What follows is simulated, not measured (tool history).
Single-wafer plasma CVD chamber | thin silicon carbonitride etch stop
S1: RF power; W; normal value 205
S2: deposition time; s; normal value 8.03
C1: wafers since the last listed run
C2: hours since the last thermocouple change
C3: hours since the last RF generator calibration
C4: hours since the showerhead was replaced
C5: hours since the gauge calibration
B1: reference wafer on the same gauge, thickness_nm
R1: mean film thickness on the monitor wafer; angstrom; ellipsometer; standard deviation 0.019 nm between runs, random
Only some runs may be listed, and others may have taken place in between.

| run | hour | S1 | S2 | C1 | C2 | C3 | C4 | C5 | B1 | R1 |
|---|---|---|---|---|---|---|---|---|---|---|
| 1 | 0 | 205 | 8.03 | 0 | 916.7 | 6.3 | 2418.5 | 1121.8 | 5.175 | 49.03 |
| 2 | 47.6 | 205 | 8.03 | 1510 | 964.3 | 53.9 | 2466.1 | 1169.4 | 5.182 | 48.97 |
| 3 | 142 | 235 | 8.67 | 2995 | 1058.7 | 148.3 | 2560.5 | 1263.8 | 5.177 | 55.08 |
| 4 | 192.2 | 205 | 8.03 | 1592 | 1108.9 | 198.5 | 2610.7 | 1314 | 5.178 | 48.7 |
| 5 | 411 | 235 | 7.61 | 6942 | 1327.7 | 417.3 | 2829.5 | 1532.8 | 5.182 | 48.33 |
| 6 | 499 | 195 | 7.04 | 2792 | 1415.7 | 505.3 | 2917.5 | 1620.8 | 5.174 | 41.63 |
| 7 | 570.9 | 195 | 7.04 | 2281 | 1487.6 | 577.2 | 2989.4 | 1692.7 | 5.186 | 41.66 |
| 8 | 671.1 | 195 | 7.04 | 3179 | 1587.8 | 677.4 | 3089.6 | 1792.9 | 5.178 | 42.1 |
| 9 | 738.5 | 205 | 7.56 | 2138 | 1655.2 | 744.8 | 3157 | 1860.3 | 5.181 | 45.3 |
| 10 | 813.1 | 235 | 8.03 | 2367 | 1729.8 | 819.4 | 3231.6 | 1934.9 | 5.176 | 50.74 |
|  | 823.2 | gauge calibrated |
| 11 | 863.3 | 235 | 8.03 | 1592 | 1780 | 869.6 | 3281.8 | 40.1 | 5.182 | 50.56 |
| 12 | 938.2 | 235 | 8.03 | 2376 | 1854.9 | 944.5 | 3356.7 | 115 | 5.182 | 50.36 |
| 13 | 1044.5 | 215 | 6.76 | 3372 | 1961.2 | 1050.8 | 3463 | 221.3 | 5.177 | 41.24 |
|  | 1103 | showerhead replaced |
| 14 | 1103.5 | 215 | 6.76 | 1618 | 2020.2 | 1109.8 | 0.5 | 280.3 | 5.183 | 41.23 |
| 15 | 1202 | 205 | 8.03 | 3125 | 2118.7 | 1208.3 | 99 | 378.8 | 5.173 | 48.26 |
| 16 | 1272 | 205 | 8.03 | 2221 | 2188.7 | 1278.3 | 169 | 448.8 | 5.181 | 48.01 |
| 17 | 1326.4 | 235 | 7.6 | 1726 | 2243.1 | 1332.7 | 223.4 | 503.2 | 5.178 | 47.97 |

The next listed run, before its measurement:
| 18 | 1375.6 | 235 | 7.44 | 1561 | 2292.3 | 1381.9 | 272.6 | 552.4 | ? | ? |

{"run 18": {"B1": 5.17, "R1": 46.85}}
Minus the tool's unlogged condition, the same run would have read R1 47.48 angstrom.

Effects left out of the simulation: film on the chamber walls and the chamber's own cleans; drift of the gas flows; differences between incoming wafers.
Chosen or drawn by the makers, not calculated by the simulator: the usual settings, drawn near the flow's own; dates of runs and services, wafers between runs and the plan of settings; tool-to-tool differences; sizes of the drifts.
